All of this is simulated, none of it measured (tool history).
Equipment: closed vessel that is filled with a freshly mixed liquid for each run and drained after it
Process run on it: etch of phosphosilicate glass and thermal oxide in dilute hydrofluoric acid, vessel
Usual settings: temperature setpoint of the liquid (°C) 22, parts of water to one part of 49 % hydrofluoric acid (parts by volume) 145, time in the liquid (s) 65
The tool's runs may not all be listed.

run,hour,temperature setpoint of the liquid (°C),parts of water to one part of 49 % hydrofluoric acid (parts by volume),time in the liquid (s),"read-back film thickness of the phosphosilicate glass reference wafer, read on the same gauge (nm)","read-back film thickness of the thermal oxide reference wafer, read on the same gauge (nm)",thickness taken off the phosphosilicate glass on a monitor wafer (nm),thickness taken off the thermal oxide on a monitor wafer (nm)
1,0.0,22,145,65,40.01,70.007,44.46,1.832
# hour 20.6: gauge calibrated
2,49.6,22,145,65,39.95,70.002,43.96,1.884
3,139.4,22,145,65,40.01,69.972,43.77,1.799
4,189.2,22,185,65,40.01,70.003,33.48,1.327
5,356.5,22,185,65,40.00,69.978,32.39,1.328
# hour 390.1: hydrofluoric acid flow meter replaced
6,427.3,22,185,65,39.99,69.967,32.75,1.339
7,491.6,22,145,65,40.01,70.028,43.49,1.751
8,554.5,22,95,65,39.97,70.004,69.61,2.894
9,715.6,18,195,50,40.00,69.998,19.54,0.821
10,761.9,26,180,65,39.95,69.989,38.92,1.574
11,819.7,17,75,65,39.98,69.999,69.87,2.965

Run 12 has not been measured yet. What should we expect?
# hour 855.8: thermometer replaced
12,872.4,22,145,65,?,?,?,?

read-back film thickness of the phosphosilicate glass reference wafer, read on the same gauge (nm): 40.01
read-back film thickness of the thermal oxide reference wafer, read on the same gauge (nm): 70.020
thickness taken off the phosphosilicate glass on a monitor wafer (nm): 46.66
thickness taken off the thermal oxide on a monitor wafer (nm): 1.878
With no hidden state in the tool, this same run would have given thickness taken off the phosphosilicate glass on a monitor wafer (nm) 46.86, thickness taken off the thermal oxide on a monitor wafer (nm) 1.886.
